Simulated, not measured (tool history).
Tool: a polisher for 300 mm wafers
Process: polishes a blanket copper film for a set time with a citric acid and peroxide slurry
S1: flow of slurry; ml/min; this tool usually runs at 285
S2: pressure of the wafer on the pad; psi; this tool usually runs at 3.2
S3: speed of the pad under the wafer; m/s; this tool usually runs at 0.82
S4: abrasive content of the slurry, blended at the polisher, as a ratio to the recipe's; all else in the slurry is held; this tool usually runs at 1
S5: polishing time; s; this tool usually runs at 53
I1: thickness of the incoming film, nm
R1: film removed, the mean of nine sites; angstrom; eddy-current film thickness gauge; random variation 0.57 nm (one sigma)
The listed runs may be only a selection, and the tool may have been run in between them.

run	hour	S1	S2	S3	S4	S5	I1	R1
1	0	285	3.2	0.82	1	53	526.3	892
2	46.9	285	3.2	0.82	1	53	527.8	881
# hour 60.7: slurry blender recalibrated
# hour 96.9: slurry nozzle cleaned
3	104.8	285	3.2	0.82	1	53	525.1	920
# hour 184.5: worn pad replaced by a new one
4	192.7	285	3.2	0.82	1	53	533.8	899
# hour 255.7: head pressure recalibrated
5	264.5	285	3.2	0.82	1	53	533.2	892
# hour 285.3: slurry blender recalibrated
6	312.1	285	3.2	0.82	1	53	527.6	890
7	344.4	285	3.2	0.82	1	53	528.8	894
# hour 348: slurry nozzle cleaned
8	375.9	285	3.2	0.82	1	53	530.7	909
9	427.7	285	3.2	0.82	1	53	525.2	910
# hour 443.6: worn pad replaced by a new one
10	482.9	285	3.2	0.82	1	53	527	886
# hour 538.5: slurry blender recalibrated
11	547	285	3.2	0.82	1	53	533.2	883
12	573.8	285	3.2	0.82	1	53	525.4	885
13	599.5	285	3.2	0.94	1	53	530.6	987
# hour 646.2: slurry nozzle cleaned
# hour 647.5: worn pad replaced by a new one
14	648	285	3.2	0.82	1	53	519.3	910
# hour 663.7: head pressure recalibrated
15	694.4	285	3.2	0.82	1	53	537.5	908
16	759.7	310	3.2	0.82	1	53	530.1	902
# hour 777.8: slurry blender recalibrated
17	822.6	285	3.2	0.94	1	53	532.8	983
18	883.5	285	3.8	0.9	0.8	68	519.5	1343
# hour 905.2: worn pad replaced by a new one
# hour 919.5: slurry nozzle cleaned
19	933.9	285	3.2	0.82	1	53	534.7	917
20	978.8	230	3.6	0.82	0.75	53	523.8	929
21	1012.1	285	2.5	0.82	1	40	521.8	559
# hour 1034.8: slurry blender recalibrated
22	1042.6	285	3.2	0.82	1.2	53	524.3	928
23	1074.6	380	3.2	0.82	1.1	53	520.9	932
# hour 1137.1: head pressure recalibrated
24	1138.2	285	3.2	0.82	1	53	534.4	885

Forecast each of these 5 alternatives for the next run:
A	1138.6	285	2.9	0.82	1	53	535.4	?
B	1138.6	285	2.3	0.82	1	58	535.4	?
C	1138.6	355	3.2	0.82	1	53	535.4	?
D	1138.6	355	3.2	0.62	1.25	46	535.4	?
E	1138.6	285	3.2	0.82	0.8	53	535.4	?

run	R1
A	818
B	755
C	897
D	669
E	847
Stripped of hidden state, with their random variation kept, the same runs would have yielded:
run	R1
A	845
B	780
C	923
D	688
E	875

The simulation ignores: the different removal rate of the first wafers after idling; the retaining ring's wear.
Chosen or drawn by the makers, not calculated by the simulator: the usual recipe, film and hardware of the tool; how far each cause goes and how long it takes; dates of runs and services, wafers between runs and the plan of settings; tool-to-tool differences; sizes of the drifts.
